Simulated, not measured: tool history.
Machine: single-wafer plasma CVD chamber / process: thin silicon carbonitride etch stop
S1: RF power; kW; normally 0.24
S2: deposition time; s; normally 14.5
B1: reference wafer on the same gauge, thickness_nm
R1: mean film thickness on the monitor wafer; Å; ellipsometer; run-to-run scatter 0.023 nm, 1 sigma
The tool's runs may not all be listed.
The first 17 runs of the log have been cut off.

-- hour=944 thermocouple changed; heater temperature recalibrated
-- hour=955.3 RF generator calibrated
run 18 hour=963.3 | S1=0.26 S2=13 | B1=9.699 | R1=81.43
run 19 hour=1022.9 | S1=0.225 S2=13.5 | B1=9.704 | R1=81.02
run 20 hour=1052.5 | S1=0.215 S2=13.1 | B1=9.707 | R1=77.46
run 21 hour=1117.3 | S1=0.24 S2=14.5 | B1=9.7 | R1=88.5
run 22 hour=1306.1 | S1=0.27 S2=11.7 | B1=9.701 | R1=73.87
run 23 hour=1335.8 | S1=0.24 S2=14.5 | B1=9.703 | R1=87.92
run 24 hour=1378.8 | S1=0.215 S2=11.6 | B1=9.692 | R1=68.32
run 25 hour=1409.2 | S1=0.24 S2=14.5 | B1=9.707 | R1=88.37
run 26 hour=1450.7 | S1=0.26 S2=13.6 | B1=9.7 | R1=85.46
run 27 hour=1516.2 | S1=0.24 S2=14.5 | B1=9.695 | R1=88.43
run 28 hour=1547.9 | S1=0.24 S2=14.5 | B1=9.705 | R1=88.49
run 29 hour=1582.1 | S1=0.21 S2=15.7 | B1=9.704 | R1=91.66
run 30 hour=1611.8 | S1=0.29 S2=17.2 | B1=9.701 | R1=111.35
run 31 hour=1675 | S1=0.21 S2=16.9 | B1=9.705 | R1=98.92
run 32 hour=1713.9 | S1=0.26 S2=15.4 | B1=9.693 | R1=96.7
run 33 hour=1759.3 | S1=0.28 S2=17.2 | B1=9.692 | R1=109.68
run 34 hour=1818.4 | S1=0.215 S2=12.7 | B1=9.705 | R1=74.78
run 35 hour=1848.6 | S1=0.24 S2=14.5 | B1=9.702 | R1=88.56
run 36 hour=1918.8 | S1=0.225 S2=11.7 | B1=9.705 | R1=69.93
run 37 hour=1989 | S1=0.255 S2=14.5 | B1=9.697 | R1=90.08

Here are 3 independent what-if runs from the current tool condition. What would each one return?
run A hour=1989.4 | S1=0.28 S2=14.5 | B1=? | R1=?
run B hour=1989.4 | S1=0.24 S2=13.2 | B1=? | R1=?
run C hour=1989.4 | S1=0.205 S2=15.4 | B1=? | R1=?

run=A B1=9.701 R1=93.01
run=B B1=9.701 R1=80.74
run=C B1=9.701 R1=89.69
The same runs, with their run-to-run variation unchanged, on a tool lacking any hidden condition would have given:
run=A R1=93.01
run=B R1=80.74
run=C R1=89.69
